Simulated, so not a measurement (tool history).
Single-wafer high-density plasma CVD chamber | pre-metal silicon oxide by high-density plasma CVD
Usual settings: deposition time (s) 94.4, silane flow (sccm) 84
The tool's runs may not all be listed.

run	hour	deposition time (s)	silane flow (sccm)	wafers since the last listed run	hours since the silane flow controller was replaced	hours since the gauge calibration	read-back reference wafer on the same gauge, thickness_nm	mean film thickness on the monitor wafer (angstrom)
1	0	86.2	84	0	1246.2	720.7	696.411	7615.15
2	48	86.2	84	793	1294.2	768.7	696.008	7670.83
3	140	94.4	84	1521	1386.2	860.7	695.502	8428.4
4	243.4	94.4	84	1710	1489.6	964.1	696.363	8367.42
5	312.6	94.4	84	1144	1558.8	1033.3	696.158	8400.99
6	367	94.4	84	899	1613.2	1087.7	696.503	8481.92
7	464.2	85.4	84	1607	1710.4	1184.9	696.639	7678.24
8	525.4	85.4	84	1012	1771.6	1246.1	696.159	7659.33
# hour 527.3: gauge calibrated
9	575.6	94.4	84	830	1821.8	48.3	696.513	8463.78
10	654.4	94.4	84	1303	1900.6	127.1	695.987	8490.92
11	703.7	94.4	84	815	1949.9	176.4	695.752	8431.5
12	742.2	113	79	636	1988.4	214.9	696.296	9716.72
13	831.2	86.8	84	1472	2077.4	303.9	696.268	7886.1
14	914.8	88.3	68	1382	2161	387.5	695.851	6779.89
15	982.5	101.6	78	1119	2228.7	455.2	695.525	8699.32
16	1068.3	94.4	84	1419	2314.5	541	696.133	8542.65
# hour 1100: silane flow controller replaced
17	1149.1	78.6	91	1204	49.1	621.8	695.657	7154.88
18	1205.2	86	90	927	105.2	677.9	696.694	7751.66
19	1272.7	104.6	73	1116	172.7	745.4	695.981	7999.49
20	1353.6	104.6	73	1338	253.6	826.3	696.542	8074.71
21	1411.5	94.4	84	957	311.5	884.2	696.134	8123.22
22	1472.6	76.5	101	1010	372.6	945.3	695.415	7674.59
23	1514.7	78.6	90	696	414.7	987.4	696.596	7212.85

Forecast each of these 4 alternatives for the next run:
A	1515.1	94.4	100	6	415.1	987.8	?	?
B	1515.1	109.8	79	6	415.1	987.8	?	?
C	1515.1	94.4	92	6	415.1	987.8	?	?
D	1515.1	102	95	6	415.1	987.8	?	?

run	read-back reference wafer on the same gauge, thickness_nm	mean film thickness on the monitor wafer (angstrom)
A	695.712	9411.86
B	695.712	9063.21
C	695.712	8794.79
D	695.712	9752.87
Without the tool's hidden state the same runs would have given:
run	mean film thickness on the monitor wafer (angstrom)
A	9336.68
B	8990.81
C	8724.53
D	9674.97
